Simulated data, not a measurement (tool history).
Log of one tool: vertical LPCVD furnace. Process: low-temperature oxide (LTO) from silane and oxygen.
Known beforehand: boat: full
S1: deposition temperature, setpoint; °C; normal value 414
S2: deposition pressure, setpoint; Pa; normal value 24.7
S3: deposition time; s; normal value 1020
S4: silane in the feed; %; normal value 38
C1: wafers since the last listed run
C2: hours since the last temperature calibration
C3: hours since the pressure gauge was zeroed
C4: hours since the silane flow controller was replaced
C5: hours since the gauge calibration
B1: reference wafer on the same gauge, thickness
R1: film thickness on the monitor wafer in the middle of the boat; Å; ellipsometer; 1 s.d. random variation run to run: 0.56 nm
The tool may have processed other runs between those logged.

run,hour,S1,S2,S3,S4,C1,C2,C3,C4,C5,B1,R1
1,0,414,24.7,900,38,0,3570.6,2806.9,5223.4,460.8,157.63,1342
2,27.9,414,24.7,1020,38,576,3598.5,2834.8,5251.3,488.7,157.6,1516.6
3,59.8,414,24.7,1020,38,659,3630.4,2866.7,5283.2,520.6,157.83,1514.5
4,141.3,414,24.7,1020,38,1684,3711.9,2948.2,5364.7,602.1,158.23,1518.9
5,171,414,26,1020,38,613,3741.6,2977.9,5394.4,631.8,158.14,1594
6,200.1,414,26,1020,38,601,3770.7,3007,5423.5,660.9,158.24,1606.2
7,216.3,414,26,1020,38,334,3786.9,3023.2,5439.7,677.1,158.28,1605.1
8,246.2,420,24.7,1020,38,617,3816.8,3053.1,5469.6,707,158.49,1616.4
# hour 276.9: silane flow controller replaced
9,279.6,414,24.7,1020,38,194,3850.2,3086.5,2.7,740.4,158.66,1519.1
# hour 281.1: gauge calibrated
10,297.4,414,24.7,1020,38,367,3868,3104.3,20.5,16.3,154.13,1485.8
11,311.4,420,24.7,900,38,289,3882,3118.3,34.5,30.3,154.52,1384.1
12,326.3,414,24.7,1020,41,307,3896.9,3133.2,49.4,45.2,154.68,1626.5
13,352.5,417,24.7,1020,38,541,3923.1,3159.4,75.6,71.4,155.14,1545.2
14,386.6,414,24.7,1020,38,704,3957.2,3193.5,109.7,105.5,155.51,1494.3
15,405.7,414,24.7,1020,38,394,3976.3,3212.6,128.8,124.6,155.82,1498.1
16,440.2,414,19.3,1290,38,712,4010.8,3247.1,163.3,159.1,156.33,1490.9
17,462.5,414,24.7,870,35,460,4033.1,3269.4,185.6,181.4,156.46,1160.9
# hour 504.7: pressure gauge zeroed
18,505.2,414,24.7,1020,38,386,4075.8,0.5,228.3,224.1,156.72,1510.3
19,513.4,408,24.7,1020,38,169,4084,8.7,236.5,232.3,156.81,1411.4
20,536.5,414,24.7,1140,40,477,4107.1,31.8,259.6,255.4,156.98,1794.7
21,557.6,408,24.7,660,38,436,4128.2,52.9,280.7,276.5,157.24,917.6
# hour 598.6: thermocouples replaced and temperature profile calibrated
22,599.1,414,24.7,1020,38,361,0.5,94.4,322.2,318,157.3,1503.2
23,602.5,414,29.3,900,36,70,3.9,97.8,325.6,321.4,157.74,1487.6
24,612.1,411,24.7,750,42,198,13.5,107.4,335.2,331,157.52,1211.8
25,638.3,414,24.7,1200,38,541,39.7,133.6,361.4,357.2,157.82,1774.6
26,666.1,414,24.7,780,31,574,67.5,161.4,389.2,385,157.55,885.8
27,686.7,414,20,1020,38,425,88.1,182,409.8,405.6,157.92,1223.7
28,706.9,422,24.7,1410,38,417,108.3,202.2,430,425.8,158.14,2293.9
29,724.4,414,24.7,1020,38,361,125.8,219.7,447.5,443.3,157.98,1509.7
30,743.7,414,24.7,1020,38,398,145.1,239,466.8,462.6,158.17,1516.2
31,757.8,414,24.7,1260,38,291,159.2,253.1,480.9,476.7,158.16,1870.6
32,778.9,414,29.3,1020,38,436,180.3,274.2,502,497.8,158.2,1803

Below are 3 alternative next runs, each starting from the tool's condition after run 32. Predict each:
A,782.4,407,24.7,1020,38,72,183.8,277.7,505.5,501.3,?,?
B,782.4,424,19.3,1380,45,72,183.8,277.7,505.5,501.3,?,?
C,782.4,414,24.7,1230,38,72,183.8,277.7,505.5,501.3,?,?

run,B1,R1
A,158.17,1402.8
B,158.17,2129.7
C,158.17,1823.8
With the hidden condition removed and each run's random variation left untouched, the same runs would have given:
run,R1
A,1365
B,2072.3
C,1774.7
